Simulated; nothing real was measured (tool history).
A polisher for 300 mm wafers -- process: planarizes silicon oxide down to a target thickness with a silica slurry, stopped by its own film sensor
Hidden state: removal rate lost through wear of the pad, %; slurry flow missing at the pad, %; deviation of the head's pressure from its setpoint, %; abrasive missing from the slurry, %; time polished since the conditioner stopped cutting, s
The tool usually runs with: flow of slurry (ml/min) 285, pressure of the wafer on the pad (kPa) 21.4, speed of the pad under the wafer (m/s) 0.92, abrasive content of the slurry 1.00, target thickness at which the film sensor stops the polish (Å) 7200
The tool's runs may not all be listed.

run	day	flow of slurry (ml/min)	pressure of the wafer on the pad (kPa)	speed of the pad under the wafer (m/s)	abrasive content of the slurry	target thickness at which the film sensor stops the polish (Å)	wafers since the last listed run	wafers polished on this pad	hours since the slurry nozzle was cleaned	hours since the head pressure was calibrated	hours since the slurry blender was calibrated	hours since the conditioning disc was replaced	incoming thickness of the incoming film, nm	time until the film sensor stopped the polish (s)
1	0.000	285	26.2	0.92	1.00	7200	0	2144	249.1	285.8	205.9	309.6	1008.1	122.8
# day 2.154: conditioning disc replaced and pad reconditioned
2	2.958	285	26.2	0.92	1.00	7200	586	2731	320.1	356.8	276.9	19.3	1014.4	124.2
# day 3.462: slurry blender recalibrated
# day 3.954: slurry nozzle cleaned
# day 4.012: head pressure recalibrated
3	4.900	285	21.4	0.92	1.00	7200	358	3090	22.7	21.3	34.5	65.9	1032.4	159.2
# day 6.392: worn pad replaced by a new one, repeated, since the last time left the tool worse
4	7.792	285	21.4	0.92	1.00	7200	556	286	92.1	90.7	103.9	135.3	1026.0	130.8
5	8.958	285	21.4	0.92	1.00	7200	238	524	120.1	118.7	131.9	163.3	1038.4	139.1
6	10.646	265	21.4	0.92	1.00	7200	344	868	160.6	159.2	172.4	203.8	1023.9	131.9
7	12.608	285	21.4	0.92	1.00	7850	400	1269	207.7	206.3	219.5	250.9	1015.9	100.7
8	14.100	285	17.2	0.68	0.90	7200	304	1573	243.5	242.1	255.3	286.7	1032.1	201.9
9	15.892	285	21.4	0.70	1.00	8150	365	1939	286.5	285.1	298.3	329.7	1020.8	105.2
# day 17.529: slurry blender recalibrated
# day 17.608: conditioning disc replaced and pad reconditioned
# day 17.908: slurry nozzle cleaned
10	18.175	285	21.4	0.92	1.10	7200	424	2363	6.4	339.9	15.5	13.6	1000.7	120.7
# day 18.483: head pressure recalibrated
# day 19.400: worn pad replaced by a new one
11	20.054	285	21.4	0.92	1.00	7200	332	133	51.5	37.7	60.6	58.7	1033.2	133.2
12	22.038	285	21.4	0.92	1.20	6290	404	538	99.1	85.3	108.2	106.3	1025.5	158.6
13	24.088	285	21.4	0.92	1.00	7200	418	956	148.3	134.5	157.4	155.5	1011.3	129.1
14	26.550	285	16.5	1.18	0.80	6670	502	1459	207.4	193.6	216.5	214.6	1026.6	172.1
15	27.708	285	13.8	0.92	1.00	7200	236	1695	235.2	221.4	244.3	242.4	1002.6	169.9
16	28.979	285	24.1	0.92	1.00	7200	259	1955	265.7	251.9	274.8	272.9	1025.7	119.3
# day 31.046: conditioning disc replaced and pad reconditioned
# day 31.462: head pressure recalibrated
# day 31.675: slurry blender recalibrated
17	31.817	315	23.4	0.82	1.00	8050	528	2483	333.8	8.5	3.4	18.5	1009.9	90.3
# day 32.588: slurry nozzle cleaned
# day 32.650: worn pad replaced by a new one
18	32.904	285	27.6	0.92	0.85	7200	200	51	7.6	34.6	29.5	44.6	1022.8	112.3
19	34.208	285	21.4	0.92	1.00	7200	266	317	38.9	65.9	60.8	75.9	1028.8	132.0
20	36.117	230	21.4	1.00	1.15	7810	389	707	84.7	111.7	106.6	121.7	1007.9	90.5
21	37.367	340	21.4	0.92	0.75	8020	255	962	114.7	141.7	136.6	151.7	1006.1	97.5
22	38.442	285	21.4	0.76	1.00	7200	219	1181	140.5	167.5	162.4	177.5	1004.9	139.7
# day 43.358: head pressure recalibrated
23	45.025	285	26.9	0.62	0.75	6710	1326	2508	298.5	40.0	320.4	335.5	1018.0	182.1
# day 45.300: slurry blender recalibrated
# day 45.529: slurry nozzle cleaned
# day 46.017: conditioning disc replaced and pad reconditioned
24	46.058	285	26.2	0.92	1.00	7200	168	2677	12.7	64.8	18.2	1.0	1034.1	120.2
25	47.125	285	21.4	0.92	1.00	7200	217	2894	38.3	90.4	43.8	26.6	1013.0	130.5

Below are 4 alternative next runs, each starting from the tool's condition after run 25. Predict each:
A	47.146	285	21.4	0.92	1.00	7200	4	2898	38.8	90.9	44.3	27.1	1007.7	?
B	47.146	240	21.4	1.08	1.00	7200	4	2898	38.8	90.9	44.3	27.1	1007.7	?
C	47.146	285	16.5	0.92	0.85	8200	4	2898	38.8	90.9	44.3	27.1	1007.7	?
D	47.146	200	21.4	0.82	1.00	7200	4	2898	38.8	90.9	44.3	27.1	1007.7	?

run	time until the film sensor stopped the polish (s)
A	129.8
B	119.8
C	108.4
D	145.6
Stripped of hidden state, with their random variation kept, the same runs would have yielded:
run	time until the film sensor stopped the polish (s)
A	121.1
B	111.7
C	101.0
D	135.7
